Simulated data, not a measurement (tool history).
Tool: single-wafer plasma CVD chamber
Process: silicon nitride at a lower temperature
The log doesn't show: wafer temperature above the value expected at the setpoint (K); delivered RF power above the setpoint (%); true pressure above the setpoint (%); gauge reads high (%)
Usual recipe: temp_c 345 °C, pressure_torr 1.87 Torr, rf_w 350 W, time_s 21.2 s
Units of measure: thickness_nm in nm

run,hour,temp_c,pressure_torr,rf_w,time_s,wafers since the last listed run,hours since the last thermocouple change,hours since the last RF generator calibration,hours since the last manometer calibration,hours since the showerhead was replaced,hours since the gauge calibration,"read-back reference wafer on the same gauge, thickness_nm",thickness_nm
1,0,345,1.87,350,21.2,0,2630.3,1102.8,1549.5,7506.8,22.3,31.557,26.597
2,34,345,1.87,350,21.2,711,2664.3,1136.8,1583.5,7540.8,56.3,31.562,26.655
3,67.3,345,2.09,350,21.2,696,2697.6,1170.1,1616.8,7574.1,89.6,31.647,27.229
4,172.3,345,2.09,350,21.2,2196,2802.6,1275.1,1721.8,7679.1,194.6,31.589,27.21
# hour 188.7: thermocouple changed; heater temperature recalibrated
5,207.6,345,2.09,350,21.2,570,18.9,1310.4,1757.1,7714.4,229.9,31.591,27.146
6,229,345,1.87,350,21.2,447,40.3,1331.8,1778.5,7735.8,251.3,31.634,26.692
7,242.6,345,1.87,350,21.2,284,53.9,1345.4,1792.1,7749.4,264.9,31.585,26.458
8,262.4,345,1.87,350,19.2,414,73.7,1365.2,1811.9,7769.2,284.7,31.623,23.944
9,278.8,345,1.87,350,21.2,343,90.1,1381.6,1828.3,7785.6,301.1,31.614,26.376
# hour 311.5: capacitance manometer re-zeroed and calibrated
10,312,345,1.87,350,21.2,527,123.3,1414.8,0.5,7818.8,334.3,31.609,26.42
# hour 360: showerhead replaced
# hour 375.3: RF generator calibrated
11,375.8,345,1.75,405,23.2,999,187.1,0.5,64.3,15.8,398.1,31.543,34.132
# hour 380.2: gauge calibrated
12,387.9,358,1.87,350,21.2,253,199.2,12.6,76.4,27.9,7.7,31.562,27.849
13,405.7,345,1.65,350,21.2,372,217,30.4,94.2,45.7,25.5,31.604,26.899
14,421,345,2.07,350,24.2,320,232.3,45.7,109.5,61,40.8,31.622,32.272
15,435.3,345,1.87,350,21.2,299,246.6,60,123.8,75.3,55.1,31.585,27.689
16,462.3,339,1.87,350,21.2,564,273.6,87,150.8,102.3,82.1,31.577,27.699
17,497.1,345,1.48,350,21.2,727,308.4,121.8,185.6,137.1,116.9,31.566,26.001
18,531.2,345,1.53,350,22.5,713,342.5,155.9,219.7,171.2,151,31.646,27.574
19,552.8,353,2.18,370,23.5,451,364.1,177.5,241.3,192.8,172.6,31.573,33.396
20,580.2,345,1.87,350,21.2,573,391.5,204.9,268.7,220.2,200,31.566,27.458

Forecast each of these 4 alternatives for the next run:
A,580.6,356,1.87,350,21.2,8,391.9,205.3,269.1,220.6,200.4,?,?
B,580.6,345,1.87,320,22.7,8,391.9,205.3,269.1,220.6,200.4,?,?
C,580.6,352,2.27,350,18.8,8,391.9,205.3,269.1,220.6,200.4,?,?
D,580.6,354,1.87,350,24.9,8,391.9,205.3,269.1,220.6,200.4,?,?

run,"read-back reference wafer on the same gauge, thickness_nm",thickness_nm
A,31.622,27.441
B,31.622,26.921
C,31.622,25.593
D,31.622,32.247
Without the tool's unlogged condition, the same runs would have read:
run,thickness_nm
A,27.918
B,27.414
C,26.037
D,32.807
